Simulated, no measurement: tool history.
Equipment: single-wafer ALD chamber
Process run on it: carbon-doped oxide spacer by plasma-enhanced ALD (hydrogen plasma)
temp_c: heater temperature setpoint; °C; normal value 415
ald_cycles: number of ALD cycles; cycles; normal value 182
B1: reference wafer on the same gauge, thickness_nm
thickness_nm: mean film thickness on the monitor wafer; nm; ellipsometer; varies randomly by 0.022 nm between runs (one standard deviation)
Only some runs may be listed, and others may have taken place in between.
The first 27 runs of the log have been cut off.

run 28 hour=349.1 | temp_c=415 ald_cycles=182 | B1=8.728 | thickness_nm=8.087
run 29 hour=356.8 | temp_c=411 ald_cycles=182 | B1=8.729 | thickness_nm=8.195
run 30 hour=372.6 | temp_c=415 ald_cycles=182 | B1=8.727 | thickness_nm=8.090
run 31 hour=380.6 | temp_c=409 ald_cycles=182 | B1=8.728 | thickness_nm=8.252
run 32 hour=398.5 | temp_c=410 ald_cycles=158 | B1=8.725 | thickness_nm=7.133
run 33 hour=416.0 | temp_c=415 ald_cycles=192 | B1=8.731 | thickness_nm=8.533
run 34 hour=423.5 | temp_c=415 ald_cycles=200 | B1=8.732 | thickness_nm=8.880
run 35 hour=457.5 | temp_c=423 ald_cycles=198 | B1=8.731 | thickness_nm=8.496
run 36 hour=468.8 | temp_c=401 ald_cycles=196 | B1=8.728 | thickness_nm=9.155
run 37 hour=480.1 | temp_c=424 ald_cycles=200 | B1=8.733 | thickness_nm=8.578
run 38 hour=490.8 | temp_c=415 ald_cycles=182 | B1=8.730 | thickness_nm=8.095
run 39 hour=497.2 | temp_c=408 ald_cycles=182 | B1=8.731 | thickness_nm=8.276
run 40 hour=504.0 | temp_c=400 ald_cycles=182 | B1=8.733 | thickness_nm=8.487
run 41 hour=512.6 | temp_c=408 ald_cycles=157 | B1=8.729 | thickness_nm=7.125
-- hour=521.6 gauge calibrated
run 42 hour=527.7 | temp_c=406 ald_cycles=147 | B1=8.729 | thickness_nm=6.727
run 43 hour=536.7 | temp_c=423 ald_cycles=198 | B1=8.729 | thickness_nm=8.521
run 44 hour=554.0 | temp_c=415 ald_cycles=182 | B1=8.732 | thickness_nm=8.052
run 45 hour=569.2 | temp_c=415 ald_cycles=182 | B1=8.726 | thickness_nm=8.084
run 46 hour=575.4 | temp_c=401 ald_cycles=199 | B1=8.732 | thickness_nm=9.237

Predict each of these 5 candidate next runs independently; none follows another, all start after run 46:
run A hour=576.1 | temp_c=415 ald_cycles=182 | B1=? | thickness_nm=?
run B hour=576.1 | temp_c=420 ald_cycles=156 | B1=? | thickness_nm=?
run C hour=576.1 | temp_c=419 ald_cycles=193 | B1=? | thickness_nm=?
run D hour=576.1 | temp_c=423 ald_cycles=182 | B1=? | thickness_nm=?
run E hour=576.1 | temp_c=407 ald_cycles=182 | B1=? | thickness_nm=?

run=A B1=8.730 thickness_nm=8.101
run=B B1=8.730 thickness_nm=6.820
run=C B1=8.730 thickness_nm=8.468
run=D B1=8.730 thickness_nm=7.870
run=E B1=8.730 thickness_nm=8.332
The same runs, with their run-to-run variation unchanged, on a tool lacking any hidden condition would have given:
run=A thickness_nm=8.148
run=B thickness_nm=6.860
run=C thickness_nm=8.518
run=D thickness_nm=7.917
run=E thickness_nm=8.379
